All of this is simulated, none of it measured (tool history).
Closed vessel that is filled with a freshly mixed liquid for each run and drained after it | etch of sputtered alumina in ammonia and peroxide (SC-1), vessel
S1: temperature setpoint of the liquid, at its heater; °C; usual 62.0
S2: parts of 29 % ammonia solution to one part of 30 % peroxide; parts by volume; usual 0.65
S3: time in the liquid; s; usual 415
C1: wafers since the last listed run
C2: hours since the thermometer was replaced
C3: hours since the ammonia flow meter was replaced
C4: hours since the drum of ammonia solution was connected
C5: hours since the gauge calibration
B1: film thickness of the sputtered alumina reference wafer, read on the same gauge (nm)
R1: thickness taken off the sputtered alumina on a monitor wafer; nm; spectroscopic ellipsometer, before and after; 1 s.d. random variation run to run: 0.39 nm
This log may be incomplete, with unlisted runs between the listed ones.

run 1 hour=0.0 | S1=62.0 S2=0.65 S3=415 | C1=0 C2=6.5 C3=444.9 C4=252.7 C5=863.3 | B1=99.93 | R1=42.22
run 2 hour=30.0 | S1=62.0 S2=0.65 S3=230 | C1=1616 C2=36.5 C3=474.9 C4=282.7 C5=893.3 | B1=100.02 | R1=23.58
run 3 hour=55.7 | S1=62.0 S2=0.65 S3=230 | C1=1385 C2=62.2 C3=500.6 C4=308.4 C5=919.0 | B1=100.01 | R1=23.00
run 4 hour=90.8 | S1=62.0 S2=0.65 S3=230 | C1=1891 C2=97.3 C3=535.7 C4=343.5 C5=954.1 | B1=100.02 | R1=23.16
run 5 hour=115.5 | S1=66.5 S2=0.65 S3=520 | C1=1331 C2=122.0 C3=560.4 C4=368.2 C5=978.8 | B1=100.00 | R1=66.44
run 6 hour=142.2 | S1=70.0 S2=0.35 S3=305 | C1=1438 C2=148.7 C3=587.1 C4=394.9 C5=1005.5 | B1=100.00 | R1=42.89
-- hour=167.1 ammonia flow meter replaced
run 7 hour=174.7 | S1=62.0 S2=0.65 S3=210 | C1=1697 C2=181.2 C3=7.6 C4=427.4 C5=1038.0 | B1=100.01 | R1=21.11
-- hour=184.5 new drum of ammonia solution connected
run 8 hour=201.3 | S1=62.0 S2=0.65 S3=415 | C1=1379 C2=207.8 C3=34.2 C4=16.8 C5=1064.6 | B1=99.96 | R1=41.48
run 9 hour=220.0 | S1=56.5 S2=0.95 S3=415 | C1=1007 C2=226.5 C3=52.9 C4=35.5 C5=1083.3 | B1=100.00 | R1=31.78
run 10 hour=250.4 | S1=55.5 S2=0.65 S3=415 | C1=1638 C2=256.9 C3=83.3 C4=65.9 C5=1113.7 | B1=100.00 | R1=29.34
run 11 hour=283.3 | S1=58.5 S2=0.80 S3=565 | C1=1773 C2=289.8 C3=116.2 C4=98.8 C5=1146.6 | B1=99.98 | R1=47.30
run 12 hour=303.5 | S1=62.0 S2=0.95 S3=415 | C1=1088 C2=310.0 C3=136.4 C4=119.0 C5=1166.8 | B1=99.96 | R1=43.18
run 13 hour=337.8 | S1=70.0 S2=0.55 S3=415 | C1=1848 C2=344.3 C3=170.7 C4=153.3 C5=1201.1 | B1=99.98 | R1=60.07
run 14 hour=369.8 | S1=54.0 S2=0.40 S3=415 | C1=1724 C2=376.3 C3=202.7 C4=185.3 C5=1233.1 | B1=100.04 | R1=25.99
run 15 hour=402.6 | S1=62.0 S2=0.40 S3=320 | C1=1767 C2=409.1 C3=235.5 C4=218.1 C5=1265.9 | B1=99.97 | R1=29.58
run 16 hour=435.0 | S1=53.5 S2=0.40 S3=560 | C1=1746 C2=441.5 C3=267.9 C4=250.5 C5=1298.3 | B1=99.96 | R1=33.72
-- hour=444.4 gauge calibrated
run 17 hour=448.4 | S1=65.5 S2=0.55 S3=530 | C1=722 C2=454.9 C3=281.3 C4=263.9 C5=4.0 | B1=99.98 | R1=60.24
run 18 hour=479.2 | S1=55.5 S2=0.65 S3=605 | C1=1659 C2=485.7 C3=312.1 C4=294.7 C5=34.8 | B1=100.01 | R1=42.33
run 19 hour=508.3 | S1=62.0 S2=0.65 S3=500 | C1=1568 C2=514.8 C3=341.2 C4=323.8 C5=63.9 | B1=100.04 | R1=49.13
run 20 hour=543.9 | S1=62.0 S2=0.65 S3=415 | C1=1918 C2=550.4 C3=376.8 C4=359.4 C5=99.5 | B1=100.03 | R1=40.91
-- hour=556.0 thermometer replaced
run 21 hour=570.3 | S1=65.5 S2=0.65 S3=540 | C1=1368 C2=14.3 C3=403.2 C4=385.8 C5=125.9 | B1=100.01 | R1=66.16
run 22 hour=584.9 | S1=66.0 S2=0.35 S3=300 | C1=786 C2=28.9 C3=417.8 C4=400.4 C5=140.5 | B1=100.01 | R1=36.24
run 23 hour=601.2 | S1=62.0 S2=0.65 S3=415 | C1=878 C2=45.2 C3=434.1 C4=416.7 C5=156.8 | B1=99.96 | R1=43.20
run 24 hour=625.9 | S1=62.0 S2=0.65 S3=415 | C1=1331 C2=69.9 C3=458.8 C4=441.4 C5=181.5 | B1=99.98 | R1=42.95
run 25 hour=649.1 | S1=70.0 S2=0.75 S3=535 | C1=1250 C2=93.1 C3=482.0 C4=464.6 C5=204.7 | B1=99.99 | R1=83.54
-- hour=702.6 new drum of ammonia solution connected
run 26 hour=718.7 | S1=62.0 S2=0.65 S3=415 | C1=3697 C2=162.7 C3=551.6 C4=16.1 C5=274.3 | B1=99.95 | R1=41.94
run 27 hour=749.5 | S1=62.0 S2=0.65 S3=415 | C1=1659 C2=193.5 C3=582.4 C4=46.9 C5=305.1 | B1=100.02 | R1=42.47
run 28 hour=781.0 | S1=62.0 S2=0.65 S3=415 | C1=1697 C2=225.0 C3=613.9 C4=78.4 C5=336.6 | B1=100.00 | R1=42.57

Predict each of these 4 candidate next runs independently; none follows another, all start after run 28:
run A hour=781.8 | S1=62.0 S2=0.65 S3=570 | C1=43 C2=225.8 C3=614.7 C4=79.2 C5=337.4 | B1=? | R1=?
run B hour=781.8 | S1=66.0 S2=0.65 S3=290 | C1=43 C2=225.8 C3=614.7 C4=79.2 C5=337.4 | B1=? | R1=?
run C hour=781.8 | S1=62.0 S2=0.75 S3=415 | C1=43 C2=225.8 C3=614.7 C4=79.2 C5=337.4 | B1=? | R1=?
run D hour=781.8 | S1=68.5 S2=0.80 S3=560 | C1=43 C2=225.8 C3=614.7 C4=79.2 C5=337.4 | B1=? | R1=?

run=A B1=99.98 R1=56.55
run=B B1=99.98 R1=35.16
run=C B1=99.98 R1=41.73
run=D B1=99.98 R1=78.28
With no hidden state in the tool, these same runs would have given:
run=A R1=58.00
run=B R1=36.04
run=C R1=42.81
run=D R1=80.20

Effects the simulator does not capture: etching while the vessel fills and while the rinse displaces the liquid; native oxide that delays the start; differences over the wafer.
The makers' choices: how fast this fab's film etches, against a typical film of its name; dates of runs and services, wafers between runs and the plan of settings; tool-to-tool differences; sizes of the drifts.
